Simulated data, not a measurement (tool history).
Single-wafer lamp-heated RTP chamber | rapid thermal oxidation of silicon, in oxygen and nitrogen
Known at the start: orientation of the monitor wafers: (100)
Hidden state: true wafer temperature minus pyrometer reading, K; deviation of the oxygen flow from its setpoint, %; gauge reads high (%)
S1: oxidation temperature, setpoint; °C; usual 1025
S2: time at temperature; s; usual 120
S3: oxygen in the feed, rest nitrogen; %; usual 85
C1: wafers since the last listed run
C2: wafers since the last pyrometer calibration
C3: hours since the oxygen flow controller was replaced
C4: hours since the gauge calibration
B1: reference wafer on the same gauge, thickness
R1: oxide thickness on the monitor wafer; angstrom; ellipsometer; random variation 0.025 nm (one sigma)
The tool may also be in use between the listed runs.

run 1 hour=0 | S1=1025 S2=120 S3=85 | C1=0 C2=481 C3=3316.4 C4=1876.5 | B1=10.245 | R1=89.75
run 2 hour=25.1 | S1=1041 S2=120 S3=85 | C1=265 C2=747 C3=3341.5 C4=1901.6 | B1=10.249 | R1=100.84
run 3 hour=82.8 | S1=1041 S2=120 S3=85 | C1=610 C2=1358 C3=3399.2 C4=1959.3 | B1=10.251 | R1=100.26
run 4 hour=133.1 | S1=1041 S2=120 S3=85 | C1=532 C2=1890 C3=3449.5 C4=2009.6 | B1=10.246 | R1=101.09
run 5 hour=174.9 | S1=1025 S2=120 S3=85 | C1=442 C2=2332 C3=3491.3 C4=2051.4 | B1=10.259 | R1=89.59
run 6 hour=219.5 | S1=1034 S2=120 S3=63 | C1=472 C2=2804 C3=3535.9 C4=2096 | B1=10.25 | R1=85.94
run 7 hour=290.7 | S1=1025 S2=120 S3=66 | C1=753 C2=3558 C3=3607.1 C4=2167.2 | B1=10.253 | R1=82.38
run 8 hour=320.1 | S1=1025 S2=120 S3=85 | C1=311 C2=3869 C3=3636.5 C4=2196.6 | B1=10.247 | R1=89.79
run 9 hour=345.9 | S1=1025 S2=120 S3=98 | C1=273 C2=4142 C3=3662.3 C4=2222.4 | B1=10.241 | R1=94.69
run 10 hour=409.2 | S1=1025 S2=120 S3=98 | C1=669 C2=4812 C3=3725.6 C4=2285.7 | B1=10.247 | R1=94.36
run 11 hour=437.7 | S1=1025 S2=120 S3=98 | C1=301 C2=5114 C3=3754.1 C4=2314.2 | B1=10.248 | R1=94.46
run 12 hour=475.1 | S1=1025 S2=120 S3=76 | C1=395 C2=5509 C3=3791.5 C4=2351.6 | B1=10.248 | R1=86.38
run 13 hour=512.6 | S1=1025 S2=120 S3=76 | C1=396 C2=5906 C3=3829 C4=2389.1 | B1=10.252 | R1=86.16
run 14 hour=555 | S1=1038 S2=77 S3=76 | C1=448 C2=6355 C3=3871.4 C4=2431.5 | B1=10.25 | R1=77.43
run 15 hour=624 | S1=1025 S2=120 S3=85 | C1=730 C2=7085 C3=3940.4 C4=2500.5 | B1=10.253 | R1=89.7
run 16 hour=662.7 | S1=1025 S2=120 S3=85 | C1=409 C2=7495 C3=3979.1 C4=2539.2 | B1=10.246 | R1=90.16
-- hour=690.6 pyrometer window cleaned and pyrometer calibrated
-- hour=695.2 oxygen flow controller replaced
run 17 hour=704.1 | S1=1025 S2=101 S3=63 | C1=304 C2=94 C3=8.9 C4=2580.6 | B1=10.256 | R1=74.55
run 18 hour=880.1 | S1=1025 S2=120 S3=85 | C1=1862 C2=1956 C3=184.9 C4=2756.6 | B1=10.251 | R1=89.91
run 19 hour=942 | S1=1048 S2=120 S3=71 | C1=655 C2=2611 C3=246.8 C4=2818.5 | B1=10.248 | R1=99.05
-- hour=948.1 gauge calibrated
run 20 hour=1007 | S1=1025 S2=120 S3=85 | C1=687 C2=3299 C3=311.8 C4=58.9 | B1=10.249 | R1=89.31
run 21 hour=1058.6 | S1=1001 S2=95 S3=66 | C1=546 C2=3845 C3=363.4 C4=110.5 | B1=10.248 | R1=62.14
run 22 hour=1100 | S1=1025 S2=120 S3=85 | C1=438 C2=4284 C3=404.8 C4=151.9 | B1=10.249 | R1=89.42
run 23 hour=1164.9 | S1=1025 S2=120 S3=65 | C1=686 C2=4970 C3=469.7 C4=216.8 | B1=10.248 | R1=81.57
run 24 hour=1209.6 | S1=1047 S2=67 S3=98 | C1=473 C2=5443 C3=514.4 C4=261.5 | B1=10.24 | R1=84.76
run 25 hour=1276 | S1=1025 S2=120 S3=85 | C1=702 C2=6146 C3=580.8 C4=327.9 | B1=10.248 | R1=89.9
run 26 hour=1326.2 | S1=1025 S2=120 S3=85 | C1=531 C2=6677 C3=631 C4=378.1 | B1=10.239 | R1=89.46
-- hour=1368.4 pyrometer window cleaned and pyrometer calibrated
run 27 hour=1368.9 | S1=1035 S2=120 S3=85 | C1=367 C2=5 C3=673.7 C4=420.8 | B1=10.253 | R1=96.94
run 28 hour=1405.5 | S1=1025 S2=158 S3=69 | C1=387 C2=393 C3=710.3 C4=457.4 | B1=10.257 | R1=94.34
run 29 hour=1454.5 | S1=1053 S2=120 S3=70 | C1=518 C2=911 C3=759.3 C4=506.4 | B1=10.248 | R1=101.64
run 30 hour=1625.1 | S1=1025 S2=120 S3=85 | C1=1805 C2=2717 C3=929.9 C4=677 | B1=10.245 | R1=89.89
run 31 hour=1673.9 | S1=997 S2=74 S3=77 | C1=516 C2=3233 C3=978.7 C4=725.8 | B1=10.241 | R1=56.89
run 32 hour=1729.3 | S1=1036 S2=120 S3=85 | C1=586 C2=3819 C3=1034.1 C4=781.2 | B1=10.253 | R1=97.48
run 33 hour=1782.5 | S1=1025 S2=150 S3=85 | C1=563 C2=4382 C3=1087.3 C4=834.4 | B1=10.253 | R1=99.57
run 34 hour=1811.8 | S1=1005 S2=120 S3=76 | C1=310 C2=4693 C3=1116.6 C4=863.7 | B1=10.245 | R1=74.7
run 35 hour=1879.3 | S1=1009 S2=120 S3=85 | C1=714 C2=5407 C3=1184.1 C4=931.2 | B1=10.256 | R1=79.6
run 36 hour=1928.6 | S1=1025 S2=172 S3=98 | C1=521 C2=5929 C3=1233.4 C4=980.5 | B1=10.25 | R1=111.81
-- hour=2001.6 pyrometer window cleaned and pyrometer calibrated
run 37 hour=2002.1 | S1=1025 S2=120 S3=85 | C1=693 C2=4 C3=1306.9 C4=1054 | B1=10.252 | R1=90.16
run 38 hour=2059.3 | S1=1035 S2=120 S3=85 | C1=605 C2=610 C3=1364.1 C4=1111.2 | B1=10.257 | R1=96.57

3 ways to go on from here, each from the tool as it stands after run 38. What would each give?
run A hour=2059.7 | S1=1025 S2=135 S3=85 | C1=4 C2=614 C3=1364.5 C4=1111.6 | B1=? | R1=?
run B hour=2059.7 | S1=1040 S2=150 S3=85 | C1=4 C2=614 C3=1364.5 C4=1111.6 | B1=? | R1=?
run C hour=2059.7 | S1=1025 S2=120 S3=57 | C1=4 C2=614 C3=1364.5 C4=1111.6 | B1=? | R1=?

run=A B1=10.253 R1=95.52
run=B B1=10.253 R1=111.67
run=C B1=10.253 R1=78.35
Without the tool's hidden state the same runs would have given:
run=A R1=95.52
run=B R1=111.67
run=C R1=78.35
